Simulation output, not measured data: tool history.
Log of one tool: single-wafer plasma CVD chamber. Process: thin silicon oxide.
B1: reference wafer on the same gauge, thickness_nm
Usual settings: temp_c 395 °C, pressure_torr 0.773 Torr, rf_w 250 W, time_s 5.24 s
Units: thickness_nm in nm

{"run": 1, "hour": 0.0, "temp_c": 395, "pressure_torr": 0.773, "rf_w": 250, "time_s": 5.24, "B1": 7.799, "thickness_nm": 7.98}
{"run": 2, "hour": 35.1, "temp_c": 395, "pressure_torr": 0.773, "rf_w": 250, "time_s": 4.66, "B1": 7.805, "thickness_nm": 7.072}
{"run": 3, "hour": 59.3, "temp_c": 395, "pressure_torr": 0.773, "rf_w": 250, "time_s": 4.66, "B1": 7.81, "thickness_nm": 7.105}
{"run": 4, "hour": 79.8, "temp_c": 395, "pressure_torr": 0.773, "rf_w": 250, "time_s": 4.66, "B1": 7.808, "thickness_nm": 7.096}
{"run": 5, "hour": 115.5, "temp_c": 395, "pressure_torr": 0.773, "rf_w": 250, "time_s": 5.24, "B1": 7.81, "thickness_nm": 7.986}
{"run": 6, "hour": 135.0, "temp_c": 395, "pressure_torr": 0.773, "rf_w": 250, "time_s": 5.24, "B1": 7.808, "thickness_nm": 7.988}
{"run": 7, "hour": 165.8, "temp_c": 395, "pressure_torr": 0.773, "rf_w": 250, "time_s": 5.24, "B1": 7.818, "thickness_nm": 7.979}
{"hour": 195.4, "done": "gauge calibrated"}
{"hour": 204.0, "done": "showerhead replaced"}
{"run": 8, "hour": 204.5, "temp_c": 395, "pressure_torr": 0.773, "rf_w": 280, "time_s": 5.24, "B1": 7.676, "thickness_nm": 8.335}
{"run": 9, "hour": 220.9, "temp_c": 395, "pressure_torr": 0.773, "rf_w": 280, "time_s": 5.24, "B1": 7.692, "thickness_nm": 8.383}
{"run": 10, "hour": 236.3, "temp_c": 395, "pressure_torr": 0.773, "rf_w": 250, "time_s": 5.24, "B1": 7.704, "thickness_nm": 7.881}
{"run": 11, "hour": 270.2, "temp_c": 395, "pressure_torr": 0.773, "rf_w": 280, "time_s": 5.24, "B1": 7.722, "thickness_nm": 8.407}
{"run": 12, "hour": 291.5, "temp_c": 381, "pressure_torr": 0.855, "rf_w": 265, "time_s": 4.76, "B1": 7.729, "thickness_nm": 8.239}
{"run": 13, "hour": 319.2, "temp_c": 395, "pressure_torr": 0.886, "rf_w": 295, "time_s": 4.43, "B1": 7.748, "thickness_nm": 8.308}
{"run": 14, "hour": 342.4, "temp_c": 395, "pressure_torr": 0.773, "rf_w": 200, "time_s": 5.24, "B1": 7.759, "thickness_nm": 6.844}
{"run": 15, "hour": 371.0, "temp_c": 395, "pressure_torr": 0.773, "rf_w": 280, "time_s": 5.24, "B1": 7.767, "thickness_nm": 8.477}
{"hour": 382.4, "done": "capacitance manometer re-zeroed and calibrated"}
{"run": 16, "hour": 398.9, "temp_c": 395, "pressure_torr": 0.881, "rf_w": 250, "time_s": 5.24, "B1": 7.778, "thickness_nm": 8.946}
{"run": 17, "hour": 430.4, "temp_c": 395, "pressure_torr": 0.773, "rf_w": 250, "time_s": 5.24, "B1": 7.791, "thickness_nm": 7.938}
{"run": 18, "hour": 446.5, "temp_c": 395, "pressure_torr": 0.773, "rf_w": 280, "time_s": 5.24, "B1": 7.789, "thickness_nm": 8.471}
{"run": 19, "hour": 480.8, "temp_c": 384, "pressure_torr": 0.773, "rf_w": 250, "time_s": 6.03, "B1": 7.799, "thickness_nm": 9.23}
{"hour": 518.3, "done": "RF generator calibrated"}
{"run": 20, "hour": 518.8, "temp_c": 395, "pressure_torr": 0.773, "rf_w": 250, "time_s": 5.24, "B1": 7.804, "thickness_nm": 7.997}
{"hour": 538.6, "done": "thermocouple changed; heater temperature recalibrated"}
{"run": 21, "hour": 543.2, "temp_c": 389, "pressure_torr": 0.689, "rf_w": 300, "time_s": 4.58, "B1": 7.808, "thickness_nm": 6.862}
{"run": 22, "hour": 569.6, "temp_c": 383, "pressure_torr": 0.695, "rf_w": 230, "time_s": 5.54, "B1": 7.814, "thickness_nm": 7.245}
{"run": 23, "hour": 628.0, "temp_c": 395, "pressure_torr": 0.773, "rf_w": 250, "time_s": 5.24, "B1": 7.822, "thickness_nm": 7.992}
{"run": 24, "hour": 644.7, "temp_c": 407, "pressure_torr": 0.773, "rf_w": 250, "time_s": 5.24, "B1": 7.82, "thickness_nm": 7.961}
{"run": 25, "hour": 658.1, "temp_c": 410, "pressure_torr": 0.773, "rf_w": 250, "time_s": 5.24, "B1": 7.821, "thickness_nm": 7.922}
{"run": 26, "hour": 689.1, "temp_c": 384, "pressure_torr": 0.773, "rf_w": 295, "time_s": 5.7, "B1": 7.83, "thickness_nm": 9.571}
{"run": 27, "hour": 706.4, "temp_c": 409, "pressure_torr": 0.773, "rf_w": 250, "time_s": 5.24, "B1": 7.827, "thickness_nm": 7.976}
{"run": 28, "hour": 732.0, "temp_c": 395, "pressure_torr": 0.773, "rf_w": 280, "time_s": 5.24, "B1": 7.827, "thickness_nm": 8.508}

What the log doesn't show, run by run:
wafer temperature above the value expected at the setpoint (K): 0 in every run
delivered RF power above the setpoint (%): 0 in every run
true pressure above the setpoint (%): 0 in every run
H1: gauge reads high (%)
run=1 H1=1.8
run=2 H1=1.86
run=3 H1=1.9
run=4 H1=1.93
run=5 H1=1.97
run=6 H1=1.99
run=7 H1=2.02
run=8 H1=0.238
run=9 H1=0.399
run=10 H1=0.538
run=11 H1=0.812
run=12 H1=0.962
run=13 H1=1.14
run=14 H1=1.27
run=15 H1=1.41
run=16 H1=1.53
run=17 H1=1.65
run=18 H1=1.7
run=19 H1=1.8
run=20 H1=1.9
run=21 H1=1.95
run=22 H1=2
run=23 H1=2.09
run=24 H1=2.11
run=25 H1=2.13
run=26 H1=2.16
run=27 H1=2.18
run=28 H1=2.2
